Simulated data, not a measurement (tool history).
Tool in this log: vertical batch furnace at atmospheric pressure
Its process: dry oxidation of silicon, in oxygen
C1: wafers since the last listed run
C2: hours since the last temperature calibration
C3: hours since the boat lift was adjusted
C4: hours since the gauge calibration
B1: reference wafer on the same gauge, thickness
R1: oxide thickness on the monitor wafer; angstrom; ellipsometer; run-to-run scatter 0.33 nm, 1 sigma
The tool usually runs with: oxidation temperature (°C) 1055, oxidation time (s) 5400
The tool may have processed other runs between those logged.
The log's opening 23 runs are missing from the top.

Run 24, hour 1200.7: usual settings but oxidation temperature (°C) 1072, oxidation time (s) 3540; C1 446; C2 3474; C3 4529; C4 120.3; B1 103.88. Result: R1 904.1 angstrom.
Run 25, hour 1272.6: usual settings; C1 608; C2 3545.9; C3 4600.9; C4 192.2; B1 103.98. Result: R1 1036.7 angstrom.
Run 26, hour 1324.5: usual settings but oxidation temperature (°C) 1079, oxidation time (s) 3810; C1 439; C2 3597.8; C3 4652.8; C4 244.1; B1 103.89. Result: R1 999.7 angstrom.
At hour 1366.7: thermocouples replaced and temperature profile calibrated.
Run 27, hour 1367.2: usual settings; C1 158; C2 0.5; C3 4695.5; C4 286.8; B1 103.91. Result: R1 1032.6 angstrom.
Run 28, hour 1392.5: usual settings but oxidation temperature (°C) 1068, oxidation time (s) 3360; C1 214; C2 25.8; C3 4720.8; C4 312.1; B1 104.13. Result: R1 845.2 angstrom.
Run 29, hour 1427.5: usual settings but oxidation temperature (°C) 1074, oxidation time (s) 7440; C1 296; C2 60.8; C3 4755.8; C4 347.1; B1 103.93. Result: R1 1467.3 angstrom.
Run 30, hour 1502.1: usual settings but oxidation temperature (°C) 1077; C1 631; C2 135.4; C3 4830.4; C4 421.7; B1 104. Result: R1 1224.4 angstrom.
At hour 1537.4: boat lift adjusted.
Run 31, hour 1566.8: usual settings but oxidation temperature (°C) 1067, oxidation time (s) 4380; C1 344; C2 200.1; C3 29.4; C4 486.4; B1 103.93. Result: R1 994.2 angstrom.
Run 32, hour 1615.7: usual settings; C1 413; C2 249; C3 78.3; C4 535.3; B1 103.93. Result: R1 1035.7 angstrom.
Run 33, hour 1681.8: usual settings; C1 559; C2 315.1; C3 144.4; C4 601.4; B1 103.89. Result: R1 1029 angstrom.
Run 34, hour 1713: usual settings but oxidation temperature (°C) 1075, oxidation time (s) 4500; C1 263; C2 346.3; C3 175.6; C4 632.6; B1 103.77. Result: R1 1071.4 angstrom.
Run 35, hour 1754.8: usual settings but oxidation temperature (°C) 1047, oxidation time (s) 3480; C1 353; C2 388.1; C3 217.4; C4 674.4; B1 103.93. Result: R1 725.3 angstrom.
Run 36, hour 1814.3: usual settings but oxidation time (s) 5970; C1 503; C2 447.6; C3 276.9; C4 733.9; B1 103.75. Result: R1 1101.8 angstrom.
Run 37, hour 1873.8: usual settings but oxidation temperature (°C) 1047, oxidation time (s) 6780; C1 503; C2 507.1; C3 336.4; C4 793.4; B1 103.82. Result: R1 1115.6 angstrom.
Run 38, hour 1935.4: usual settings but oxidation temperature (°C) 1074, oxidation time (s) 6540; C1 521; C2 568.7; C3 398; C4 855; B1 103.56. Result: R1 1350.5 angstrom.
Run 39, hour 1972.6: usual settings but oxidation temperature (°C) 1067; C1 314; C2 605.9; C3 435.2; C4 892.2; B1 103.86. Result: R1 1130.9 angstrom.
Run 40, hour 2025.9: usual settings but oxidation temperature (°C) 1075, oxidation time (s) 3960; C1 450; C2 659.2; C3 488.5; C4 945.5; B1 103.83. Result: R1 989.5 angstrom.

Below are 3 alternative next runs, each starting from the tool's condition after run 40. Predict each:
Run A, hour 2031: usual settings; C1 43; C2 664.3; C3 493.6; C4 950.6; B1 ?. Result: R1 ?.
Run B, hour 2031: usual settings but oxidation temperature (°C) 1064, oxidation time (s) 7890; C1 43; C2 664.3; C3 493.6; C4 950.6; B1 ?. Result: R1 ?.
Run C, hour 2031: usual settings but oxidation temperature (°C) 1033, oxidation time (s) 7770; C1 43; C2 664.3; C3 493.6; C4 950.6; B1 ?. Result: R1 ?.

run      B1      R1
  A  103.79  1031.4
  B  103.79  1412.4
  C  103.79  1093.6
What these runs would have given with no unlogged condition in the tool:
run      R1
  A  1034.5
  B  1416.6
  C  1096.9

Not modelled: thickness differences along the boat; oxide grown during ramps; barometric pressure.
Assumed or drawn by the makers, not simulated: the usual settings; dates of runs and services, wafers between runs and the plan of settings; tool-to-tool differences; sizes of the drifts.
